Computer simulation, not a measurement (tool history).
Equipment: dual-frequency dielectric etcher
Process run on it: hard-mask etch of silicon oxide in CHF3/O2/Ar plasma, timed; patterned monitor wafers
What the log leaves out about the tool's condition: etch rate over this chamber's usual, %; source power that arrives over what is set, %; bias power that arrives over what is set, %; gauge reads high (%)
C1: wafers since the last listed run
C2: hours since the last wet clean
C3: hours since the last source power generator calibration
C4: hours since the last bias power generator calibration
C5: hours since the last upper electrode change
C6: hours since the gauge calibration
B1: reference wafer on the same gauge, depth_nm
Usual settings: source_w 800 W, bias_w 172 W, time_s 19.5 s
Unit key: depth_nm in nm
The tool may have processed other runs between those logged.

run 1 day=0.000 | source_w=640 bias_w=172 time_s=19.5 | C1=0 C2=84.6 C3=2066.7 C4=1560.2 C5=4080.5 C6=441.4 | B1=33.09 | depth_nm=39.03
run 2 day=2.354 | source_w=640 bias_w=172 time_s=19.5 | C1=661 C2=141.1 C3=2123.2 C4=1616.7 C5=4137.0 C6=497.9 | B1=33.12 | depth_nm=39.24
run 3 day=5.029 | source_w=640 bias_w=172 time_s=19.5 | C1=751 C2=205.3 C3=2187.4 C4=1680.9 C5=4201.2 C6=562.1 | B1=33.09 | depth_nm=39.21
run 4 day=6.600 | source_w=800 bias_w=153 time_s=19.5 | C1=441 C2=243.0 C3=2225.1 C4=1718.6 C5=4238.9 C6=599.8 | B1=33.12 | depth_nm=40.00
run 5 day=9.533 | source_w=800 bias_w=153 time_s=19.5 | C1=824 C2=313.4 C3=2295.5 C4=1789.0 C5=4309.3 C6=670.2 | B1=33.10 | depth_nm=40.17
run 6 day=12.267 | source_w=800 bias_w=185 time_s=15.0 | C1=768 C2=379.0 C3=2361.1 C4=1854.6 C5=4374.9 C6=735.8 | B1=33.12 | depth_nm=33.32
-- day=13.858 gauge calibrated
-- day=15.796 wet clean of the chamber
run 7 day=15.817 | source_w=800 bias_w=185 time_s=15.0 | C1=716 C2=0.5 C3=2446.3 C4=1939.8 C5=4460.1 C6=47.0 | B1=33.11 | depth_nm=33.20
run 8 day=17.467 | source_w=800 bias_w=185 time_s=15.0 | C1=463 C2=40.1 C3=2485.9 C4=1979.4 C5=4499.7 C6=86.6 | B1=33.10 | depth_nm=33.35
-- day=19.150 source power generator calibrated
run 9 day=19.308 | source_w=800 bias_w=172 time_s=14.5 | C1=470 C2=84.3 C3=3.8 C4=2023.6 C5=4543.9 C6=130.8 | B1=33.09 | depth_nm=30.67
run 10 day=21.433 | source_w=800 bias_w=172 time_s=14.5 | C1=597 C2=135.3 C3=54.8 C4=2074.6 C5=4594.9 C6=181.8 | B1=33.09 | depth_nm=30.71
run 11 day=23.500 | source_w=800 bias_w=151 time_s=14.5 | C1=580 C2=184.9 C3=104.4 C4=2124.2 C5=4644.5 C6=231.4 | B1=33.09 | depth_nm=29.16
run 12 day=25.946 | source_w=670 bias_w=197 time_s=15.5 | C1=687 C2=243.6 C3=163.1 C4=2182.9 C5=4703.2 C6=290.1 | B1=33.10 | depth_nm=32.90
-- day=28.729 upper electrode replaced
run 13 day=28.750 | source_w=800 bias_w=172 time_s=25.0 | C1=507 C2=310.9 C3=230.4 C4=2250.2 C5=0.5 C6=357.4 | B1=33.09 | depth_nm=53.03
-- day=31.129 wet clean of the chamber
run 14 day=31.150 | source_w=800 bias_w=172 time_s=19.5 | C1=393 C2=0.5 C3=288.0 C4=2307.8 C5=58.1 C6=415.0 | B1=33.11 | depth_nm=41.19
run 15 day=33.967 | source_w=800 bias_w=208 time_s=14.5 | C1=791 C2=68.1 C3=355.6 C4=2375.4 C5=125.7 C6=482.6 | B1=33.12 | depth_nm=32.96
run 16 day=35.475 | source_w=630 bias_w=155 time_s=17.0 | C1=423 C2=104.3 C3=391.8 C4=2411.6 C5=161.9 C6=518.8 | B1=33.09 | depth_nm=32.00
-- day=35.933 bias power generator calibrated
run 17 day=36.592 | source_w=930 bias_w=211 time_s=19.5 | C1=267 C2=131.1 C3=418.6 C4=15.8 C5=188.7 C6=545.6 | B1=33.11 | depth_nm=46.79
run 18 day=39.529 | source_w=670 bias_w=140 time_s=19.5 | C1=825 C2=201.6 C3=489.1 C4=86.3 C5=259.2 C6=616.1 | B1=33.10 | depth_nm=36.12
run 19 day=41.025 | source_w=800 bias_w=172 time_s=19.5 | C1=420 C2=237.5 C3=525.0 C4=122.2 C5=295.1 C6=652.0 | B1=33.09 | depth_nm=41.26
run 20 day=42.925 | source_w=850 bias_w=130 time_s=19.5 | C1=534 C2=283.1 C3=570.6 C4=167.8 C5=340.7 C6=697.6 | B1=33.10 | depth_nm=37.84
-- day=44.458 gauge calibrated
run 21 day=45.904 | source_w=640 bias_w=211 time_s=23.0 | C1=837 C2=354.6 C3=642.1 C4=239.3 C5=412.2 C6=34.7 | B1=33.10 | depth_nm=49.59

For some of the steps in depth_nm from one run to the next: how much would appear even if the tool had no hidden state, given the settings, what came in and random variation, and how much remains for the hidden state plus any gauge scatter that the measured result and the result without hidden state don't share?
Run 8 -> 9: bias_w 185 -> 172, time_s 15.0 -> 14.5, source power generator calibrated. depth_nm -2.68 nm: hidden state -0.62, all else -2.06.
Run 12 -> 13: source_w 670 -> 800, bias_w 197 -> 172, time_s 15.5 -> 25.0, upper electrode replaced. depth_nm +20.13 nm: hidden state +0.20, all else +19.93.
Run 13 -> 14: time_s 25.0 -> 19.5, wet clean of the chamber. depth_nm -11.84 nm: hidden state -0.47, all else -11.37.
Run 16 -> 17: source_w 630 -> 930, bias_w 155 -> 211, time_s 17.0 -> 19.5, bias power generator calibrated. depth_nm +14.79 nm: hidden state +0.04, all else +14.75.
